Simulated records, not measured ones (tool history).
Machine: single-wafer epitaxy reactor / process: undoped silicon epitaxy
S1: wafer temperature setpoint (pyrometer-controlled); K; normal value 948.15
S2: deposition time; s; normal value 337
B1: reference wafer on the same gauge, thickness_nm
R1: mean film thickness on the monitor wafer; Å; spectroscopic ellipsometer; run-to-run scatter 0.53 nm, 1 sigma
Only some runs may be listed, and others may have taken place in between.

Run 1, hour 0.0: usual settings; B1 116.512. Result: R1 1051.02 Å.
Run 2, hour 48.5: usual settings; B1 116.487. Result: R1 1037.77 Å.
Run 3, hour 203.9: usual settings; B1 116.525. Result: R1 1041.43 Å.
Run 4, hour 244.4: usual settings but S1 959.15 K; B1 116.434. Result: R1 1354.31 Å.
Run 5, hour 274.0: usual settings but S1 959.15 K; B1 116.417. Result: R1 1350.04 Å.
Run 6, hour 364.8: usual settings but S1 959.15 K; B1 116.515. Result: R1 1358.19 Å.
Run 7, hour 414.4: usual settings; B1 116.570. Result: R1 1049.77 Å.
Run 8, hour 486.0: usual settings; B1 116.491. Result: R1 1050.84 Å.
Run 9, hour 552.8: usual settings; B1 116.493. Result: R1 1037.69 Å.
Run 10, hour 600.7: usual settings; B1 116.490. Result: R1 1057.38 Å.
Run 11, hour 631.0: usual settings; B1 116.544. Result: R1 1047.59 Å.
Run 12, hour 670.6: usual settings; B1 116.718. Result: R1 1051.17 Å.
Run 13, hour 739.7: usual settings; B1 116.459. Result: R1 1044.01 Å.
Run 14, hour 788.8: usual settings; B1 116.413. Result: R1 1048.93 Å.
Run 15, hour 817.9: usual settings but S1 939.15 K, S2 287 s; B1 116.431. Result: R1 722.87 Å.
Run 16, hour 980.2: usual settings; B1 116.437. Result: R1 1041.30 Å.
Run 17, hour 1007.9: usual settings; B1 116.346. Result: R1 1052.00 Å.
Run 18, hour 1034.2: usual settings but S2 401 s; B1 116.519. Result: R1 1260.27 Å.
Run 19, hour 1067.0: usual settings but S1 937.15 K, S2 282 s; B1 116.516. Result: R1 686.74 Å.
Run 20, hour 1124.6: usual settings but S1 956.15 K, S2 364 s; B1 116.590. Result: R1 1268.86 Å.
Run 21, hour 1176.6: usual settings; B1 116.552. Result: R1 976.18 Å.
Run 22, hour 1230.3: usual settings but S1 954.15 K, S2 307 s; B1 116.528. Result: R1 1032.52 Å.
Run 23, hour 1274.0: usual settings; B1 116.353. Result: R1 978.91 Å.
Run 24, hour 1324.9: usual settings but S1 959.15 K, S2 310 s; B1 116.573. Result: R1 1171.28 Å.
Run 25, hour 1350.4: usual settings; B1 116.467. Result: R1 986.84 Å.
Run 26, hour 1380.1: usual settings but S1 935.15 K, S2 276 s; B1 116.284. Result: R1 605.46 Å.
Run 27, hour 1430.1: usual settings but S1 934.15 K, S2 379 s; B1 116.627. Result: R1 803.83 Å.
Run 28, hour 1466.0: usual settings but S1 959.15 K, S2 398 s; B1 116.489. Result: R1 1522.75 Å.
Run 29, hour 1509.7: usual settings but S1 934.15 K, S2 304 s; B1 116.440. Result: R1 656.03 Å.

Not shown here: 2 entries made in the log between runs. Locate each between two listed runs and compare the hidden state at the listed run before it with the hidden state at the listed run after it:
From run 8 to run 9: gauge calibrated (hour 518.2)
  wafer temperature above the value expected at the setpoint (K): 3.16 -> 3.19
  measured minus no-state result, R1: +74.98 -> +74.79 Å
From run 19 to run 20: pyrometer calibrated (hour 1124.1)
  wafer temperature above the value expected at the setpoint (K): 3.38 -> -0.0953
  measured minus no-state result, R1: +53.65 -> -2.79 Å

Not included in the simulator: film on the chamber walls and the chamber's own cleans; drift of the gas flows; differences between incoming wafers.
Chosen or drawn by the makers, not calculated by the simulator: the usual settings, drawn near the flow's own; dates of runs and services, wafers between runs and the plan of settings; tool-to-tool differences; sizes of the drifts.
